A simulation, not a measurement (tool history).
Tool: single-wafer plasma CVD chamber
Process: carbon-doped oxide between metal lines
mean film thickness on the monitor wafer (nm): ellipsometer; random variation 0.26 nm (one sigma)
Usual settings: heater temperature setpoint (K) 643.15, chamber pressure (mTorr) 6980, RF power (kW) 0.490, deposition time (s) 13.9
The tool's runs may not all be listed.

run,hour,heater temperature setpoint (K),chamber pressure (mTorr),RF power (kW),deposition time (s),"read-back reference wafer on the same gauge, thickness_nm",mean film thickness on the monitor wafer (nm)
1,0.0,643.15,6980,0.460,13.9,77.693,61.794
2,266.4,643.15,6980,0.490,13.9,77.747,64.823
# hour 284.1: capacitance manometer re-zeroed and calibrated
3,368.5,643.15,6980,0.490,13.9,77.479,65.071
# hour 458.1: showerhead replaced
4,458.6,643.15,6980,0.490,13.9,77.691,64.326
5,774.4,643.15,6980,0.490,13.9,77.641,64.196
# hour 789.8: thermocouple changed; heater temperature recalibrated
6,862.7,633.15,6980,0.490,13.9,77.553,65.702
7,904.1,643.15,6980,0.490,13.9,77.588,64.179
8,990.8,643.15,6980,0.490,13.9,77.610,64.670
9,1075.0,643.15,6980,0.550,13.9,77.604,69.892
10,1142.9,643.15,6980,0.490,13.9,77.505,64.044
11,1221.2,643.15,6980,0.490,13.9,77.563,63.616
12,1272.9,655.15,6980,0.450,15.2,77.549,63.479
13,1353.0,655.15,6980,0.450,15.2,77.549,63.439
14,1390.2,656.15,6200,0.420,13.9,77.620,53.622
# hour 1409.5: gauge calibrated
15,1465.7,643.15,6980,0.490,13.9,77.566,64.231
16,1562.8,654.15,6980,0.490,13.9,77.573,61.794
# hour 1656.5: capacitance manometer re-zeroed and calibrated
# hour 1664.3: RF generator calibrated
17,1814.2,643.15,6980,0.490,13.9,77.629,64.987
18,1895.0,634.15,6180,0.560,12.1,77.543,63.246
19,1967.6,643.15,8330,0.490,13.9,77.687,66.075
20,2023.2,631.15,6980,0.490,13.0,77.620,62.451
21,2078.5,656.15,6390,0.490,13.9,77.743,62.057
22,2154.8,643.15,6980,0.410,12.4,77.628,49.708
23,2203.5,652.15,7800,0.490,13.9,77.583,63.991
24,2301.0,649.15,5370,0.540,12.6,77.607,59.053
25,2480.1,643.15,7790,0.490,13.9,77.632,65.068
26,2537.6,656.15,6200,0.420,13.9,77.439,53.740
27,2635.3,643.15,6980,0.490,15.3,77.676,70.844
# hour 2697.6: thermocouple changed; heater temperature recalibrated
28,2716.7,643.15,6980,0.490,13.9,77.560,64.176
29,2760.2,643.15,6980,0.490,13.9,77.635,64.567

Hidden state or all else? Some run-to-run changes of mean film thickness on the monitor wafer (nm), split into what the settings, what came in and random variation would give without the hidden state, and what is left for the hidden state (with any gauge scatter that isn't in both results):
The hidden state here: wafer temperature above the value expected at the setpoint (K); delivered RF power above the setpoint (%); true pressure above the setpoint (%); gauge reads high (%).
Run 4 -> 5: no setting changed, nothing entered. mean film thickness on the monitor wafer (nm) -0.130: hidden state -0.248, all else +0.118.
Run 16 -> 17: heater temperature setpoint (K) 654.15 -> 643.15, capacitance manometer re-zeroed and calibrated, RF generator calibrated. mean film thickness on the monitor wafer (nm) +3.193: hidden state +1.126, all else +2.067.
Run 22 -> 23: heater temperature setpoint (K) 643.15 -> 652.15, chamber pressure (mTorr) 6980 -> 7800, RF power (kW) 0.410 -> 0.490, deposition time (s) 12.4 -> 13.9. mean film thickness on the monitor wafer (nm) +14.283: hidden state -0.085, all else +14.368.
Run 26 -> 27: heater temperature setpoint (K) 656.15 -> 643.15, chamber pressure (mTorr) 6200 -> 6980, RF power (kW) 0.420 -> 0.490, deposition time (s) 13.9 -> 15.3. mean film thickness on the monitor wafer (nm) +17.104: hidden state -0.187, all else +17.291.

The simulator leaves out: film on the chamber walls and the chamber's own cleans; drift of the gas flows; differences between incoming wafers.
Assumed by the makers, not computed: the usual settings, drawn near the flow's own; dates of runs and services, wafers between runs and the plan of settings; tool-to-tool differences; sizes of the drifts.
